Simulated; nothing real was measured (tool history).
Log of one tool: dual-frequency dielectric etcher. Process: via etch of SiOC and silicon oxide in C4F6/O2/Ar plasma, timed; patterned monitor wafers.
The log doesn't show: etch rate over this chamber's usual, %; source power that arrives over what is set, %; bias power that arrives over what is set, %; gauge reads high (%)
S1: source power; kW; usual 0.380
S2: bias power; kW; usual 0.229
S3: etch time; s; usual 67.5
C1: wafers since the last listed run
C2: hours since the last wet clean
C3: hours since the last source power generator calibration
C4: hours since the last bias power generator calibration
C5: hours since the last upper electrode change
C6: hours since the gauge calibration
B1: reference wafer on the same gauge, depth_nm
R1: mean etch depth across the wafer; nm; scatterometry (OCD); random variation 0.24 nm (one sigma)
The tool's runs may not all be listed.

run,hour,S1,S2,S3,C1,C2,C3,C4,C5,C6,B1,R1
1,0.0,0.380,0.229,67.5,0,163.1,3188.4,2051.7,4512.2,562.9,79.7,80.2
2,60.6,0.380,0.229,57.0,560,223.7,3249.0,2112.3,4572.8,623.5,79.7,67.4
3,112.1,0.380,0.183,67.5,476,275.2,3300.5,2163.8,4624.3,675.0,79.7,73.7
4,168.0,0.380,0.183,67.5,516,331.1,3356.4,2219.7,4680.2,730.9,79.8,73.4
5,265.4,0.380,0.247,67.5,900,428.5,3453.8,2317.1,4777.6,828.3,79.7,81.2
# hour 335.1: wet clean of the chamber
6,335.6,0.380,0.247,67.5,427,0.5,3524.0,2387.3,4847.8,898.5,79.7,82.8
7,375.8,0.380,0.229,67.5,371,40.7,3564.2,2427.5,4888.0,938.7,79.7,80.0
# hour 438.5: upper electrode replaced
8,459.4,0.380,0.229,67.5,551,124.3,3647.8,2511.1,20.9,1022.3,79.7,80.0
9,541.6,0.380,0.229,67.5,759,206.5,3730.0,2593.3,103.1,1104.5,79.6,79.1
10,588.6,0.380,0.229,67.5,434,253.5,3777.0,2640.3,150.1,1151.5,79.7,79.4
11,690.8,0.380,0.229,55.5,944,355.7,3879.2,2742.5,252.3,1253.7,79.7,65.2
# hour 708.8: source power generator calibrated
12,757.8,0.380,0.229,75.0,582,422.7,49.0,2809.5,319.3,1320.7,79.8,87.5
# hour 809.6: wet clean of the chamber
13,841.4,0.380,0.206,51.5,551,31.8,132.6,2893.1,402.9,1404.3,79.7,58.3
14,888.6,0.380,0.253,62.5,436,79.0,179.8,2940.3,450.1,1451.5,79.7,76.5
15,991.1,0.380,0.229,67.5,947,181.5,282.3,3042.8,552.6,1554.0,79.7,79.0
16,1040.2,0.380,0.229,67.5,453,230.6,331.4,3091.9,601.7,1603.1,79.7,78.8
17,1097.3,0.380,0.247,67.5,527,287.7,388.5,3149.0,658.8,1660.2,79.7,80.9
# hour 1132.7: gauge calibrated
18,1154.7,0.280,0.184,81.5,530,345.1,445.9,3206.4,716.2,22.0,79.7,76.4
19,1224.7,0.380,0.182,67.5,647,415.1,515.9,3276.4,786.2,92.0,79.6,72.2
20,1301.2,0.450,0.229,67.5,707,491.6,592.4,3352.9,862.7,168.5,79.7,84.2
# hour 1340.7: wet clean of the chamber
21,1361.9,0.420,0.229,67.5,339,21.2,653.1,3413.6,923.4,229.2,79.6,82.8
22,1449.0,0.300,0.250,61.0,805,108.3,740.2,3500.7,1010.5,316.3,79.7,67.0
# hour 1462.2: bias power generator calibrated
23,1498.2,0.300,0.229,67.5,417,157.5,789.4,36.0,1059.7,365.5,79.7,73.4
24,1583.4,0.440,0.261,67.5,787,242.7,874.6,121.2,1144.9,450.7,79.7,90.5
25,1645.8,0.380,0.206,51.5,576,305.1,937.0,183.6,1207.3,513.1,79.8,59.4
# hour 1770.4: wet clean of the chamber
26,1770.9,0.290,0.192,81.0,934,0.5,1062.1,308.7,1332.4,638.2,79.7,81.2
27,1892.9,0.380,0.229,67.5,1127,122.5,1184.1,430.7,1454.4,760.2,79.7,80.4
28,1958.5,0.380,0.229,67.5,606,188.1,1249.7,496.3,1520.0,825.8,79.7,80.6
29,2010.1,0.300,0.250,61.0,477,239.7,1301.3,547.9,1571.6,877.4,79.7,67.6
30,2047.3,0.340,0.229,67.5,343,276.9,1338.5,585.1,1608.8,914.6,79.7,76.6

3 ways to go on from here, each from the tool as it stands after run 30. What would each give?
A,2047.7,0.350,0.229,67.5,3,277.3,1338.9,585.5,1609.2,915.0,?,?
B,2047.7,0.380,0.275,67.5,3,277.3,1338.9,585.5,1609.2,915.0,?,?
C,2047.7,0.440,0.181,59.0,3,277.3,1338.9,585.5,1609.2,915.0,?,?

run,B1,R1
A,79.7,77.3
B,79.7,85.8
C,79.7,68.4
Without the tool's hidden state the same runs would have given:
run,R1
A,78.4
B,87.0
C,69.3

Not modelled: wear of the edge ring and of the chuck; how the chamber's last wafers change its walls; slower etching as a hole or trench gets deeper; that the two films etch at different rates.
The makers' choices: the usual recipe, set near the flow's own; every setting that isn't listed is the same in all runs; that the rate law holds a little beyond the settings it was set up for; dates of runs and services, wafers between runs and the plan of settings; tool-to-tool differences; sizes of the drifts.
